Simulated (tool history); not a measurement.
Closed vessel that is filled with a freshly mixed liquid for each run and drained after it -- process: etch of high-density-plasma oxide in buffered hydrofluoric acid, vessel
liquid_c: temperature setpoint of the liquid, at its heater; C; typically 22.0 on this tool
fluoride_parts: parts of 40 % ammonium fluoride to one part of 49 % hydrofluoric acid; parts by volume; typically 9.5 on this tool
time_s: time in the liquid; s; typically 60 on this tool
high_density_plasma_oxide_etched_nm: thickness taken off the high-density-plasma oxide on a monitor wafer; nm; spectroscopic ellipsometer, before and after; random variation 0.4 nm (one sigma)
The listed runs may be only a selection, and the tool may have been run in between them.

run   hour  liquid_c  fluoride_parts  time_s  read-back film thickness of the high-density-plasma oxide reference wafer, read on the same gauge (nm)  high_density_plasma_oxide_etched_nm
  1    0.0      18.5             9.5      60                                                                                                   99.98                                69.84
  2   12.9      18.5             9.5      60                                                                                                   99.98                                70.30
  3   30.2      18.5             9.5      60                                                                                                   99.98                                70.45
      34.8  -- gauge calibrated
  4   41.1      20.0             9.5      60                                                                                                   99.98                                76.08
  5   48.4      22.0             9.5      60                                                                                                   99.98                                85.64
  6   57.1      22.0             8.0      60                                                                                                  100.02                               100.83
  7   66.0      22.0             8.0      60                                                                                                   99.96                               100.77
      68.2  -- thermometer replaced
  8   74.9      22.0             8.0      60                                                                                                  100.01                                88.72
  9   81.0      25.0            11.0      60                                                                                                   99.98                                77.36
 10   88.2      20.5             7.0      90                                                                                                  100.06                               140.86
      94.3  -- hydrofluoric acid flow meter replaced
 11  101.1      25.5             9.5      50                                                                                                   99.99                                76.75
     107.7  -- gauge calibrated
 12  108.7      22.0             9.5      60                                                                                                  100.03                                75.40
 13  116.9      18.5            11.5      30                                                                                                   99.99                                26.25
 14  123.6      24.5             9.5      60                                                                                                   99.98                                87.14
 15  137.7      20.0             7.5      70                                                                                                  100.03                                99.75
 16  150.5      18.5             9.5      35                                                                                                  100.01                                36.57
 17  159.4      22.0             9.5      60                                                                                                  100.00                                76.24

Consider 5 possible next runs. They are alternatives, not a sequence: every one starts from the tool as it was left by run 17. What does each give?
  A  160.1      22.0             9.5      60                                                                                                       ?                                    ?
  B  160.1      27.0             7.5      95                                                                                                       ?                                    ?
  C  160.1      25.5            12.0      85                                                                                                       ?                                    ?
  D  160.1      17.5             9.5      60                                                                                                       ?                                    ?
  E  160.1      17.0             7.0      95                                                                                                       ?                                    ?

run  read-back film thickness of the high-density-plasma oxide reference wafer, read on the same gauge (nm)  high_density_plasma_oxide_etched_nm
  A                                                                                                   99.96                                76.84
  B                                                                                                   99.96                               201.08
  C                                                                                                   99.96                               106.78
  D                                                                                                   99.96                                59.73
  E                                                                                                   99.96                               124.87
With the hidden condition removed and each run's random variation left untouched, the same runs would have given:
run  high_density_plasma_oxide_etched_nm
  A                                75.66
  B                               198.10
  C                               105.18
  D                                58.79
  E                               122.89
